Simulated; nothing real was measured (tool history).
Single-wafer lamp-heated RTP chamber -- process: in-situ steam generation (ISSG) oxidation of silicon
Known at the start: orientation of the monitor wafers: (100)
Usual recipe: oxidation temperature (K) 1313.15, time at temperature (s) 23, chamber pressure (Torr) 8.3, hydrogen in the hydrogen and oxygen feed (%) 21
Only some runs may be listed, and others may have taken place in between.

run,hour,oxidation temperature (K),time at temperature (s),chamber pressure (Torr),hydrogen in the hydrogen and oxygen feed (%),"read-back reference wafer on the same gauge, thickness",oxide thickness on the monitor wafer (angstrom)
1,0.0,1302.15,23,8.3,21,6.925,63.88
2,28.1,1302.15,23,8.3,21,6.946,63.95
3,42.7,1302.15,23,8.3,21,6.932,63.90
# hour 58.1: pressure gauge zeroed
# hour 62.3: hydrogen flow controller replaced
4,62.7,1324.15,23,8.3,21,6.924,71.60
5,93.3,1324.15,23,8.3,21,6.933,71.79
6,118.7,1324.15,23,8.3,21,6.914,71.61
7,149.7,1313.15,23,8.3,21,6.918,67.55
8,180.3,1313.15,23,8.3,21,6.926,67.75
9,215.6,1313.15,23,8.3,21,6.928,67.57
10,231.4,1313.15,23,8.3,21,6.917,67.79
# hour 248.3: pyrometer window cleaned and pyrometer calibrated
11,266.1,1313.15,23,9.7,27,6.931,70.31
12,286.6,1313.15,23,7.9,21,6.943,67.90
13,308.7,1313.15,27,8.3,21,6.926,74.18
14,332.6,1313.15,23,8.3,21,6.934,67.17
15,353.7,1313.15,23,8.3,21,6.931,67.82
# hour 368.7: gauge calibrated
16,384.3,1313.15,23,8.3,21,6.927,67.67
17,403.1,1313.15,30,7.0,21,6.944,76.72
18,428.2,1313.15,23,8.3,21,6.935,67.27
19,460.6,1313.15,19,8.3,18,6.919,58.94
20,493.6,1313.15,28,9.5,21,6.943,73.53
21,528.6,1304.15,32,8.9,29,6.932,82.12
22,555.4,1313.15,23,8.3,31,6.937,74.58
23,587.3,1313.15,23,9.1,16,6.928,63.33
24,608.6,1313.15,23,7.6,21,6.942,67.29
# hour 640.5: pyrometer window cleaned and pyrometer calibrated
25,641.4,1313.15,23,8.3,21,6.930,67.53
26,661.1,1301.15,23,8.3,30,6.928,69.08
27,678.6,1313.15,23,7.8,24,6.923,70.09
28,705.7,1313.15,23,8.3,21,6.935,68.42
29,740.6,1296.15,32,6.9,16,6.933,69.28
30,753.6,1313.15,17,7.5,25,6.925,60.57
31,778.1,1302.15,29,7.0,17,6.935,68.29

Branching from run 31: 4 alternative next runs. What would each branch give?
A,778.5,1313.15,23,8.3,21,?,?
B,778.5,1313.15,23,8.3,25,?,?
C,778.5,1321.15,32,8.3,21,?,?
D,778.5,1313.15,32,8.3,17,?,?

run,"read-back reference wafer on the same gauge, thickness",oxide thickness on the monitor wafer (angstrom)
A,6.943,67.79
B,6.943,70.62
C,6.943,84.53
D,6.943,77.15
Without the tool's hidden state the same runs would have given:
run,oxide thickness on the monitor wafer (angstrom)
A,67.79
B,70.62
C,84.53
D,77.15
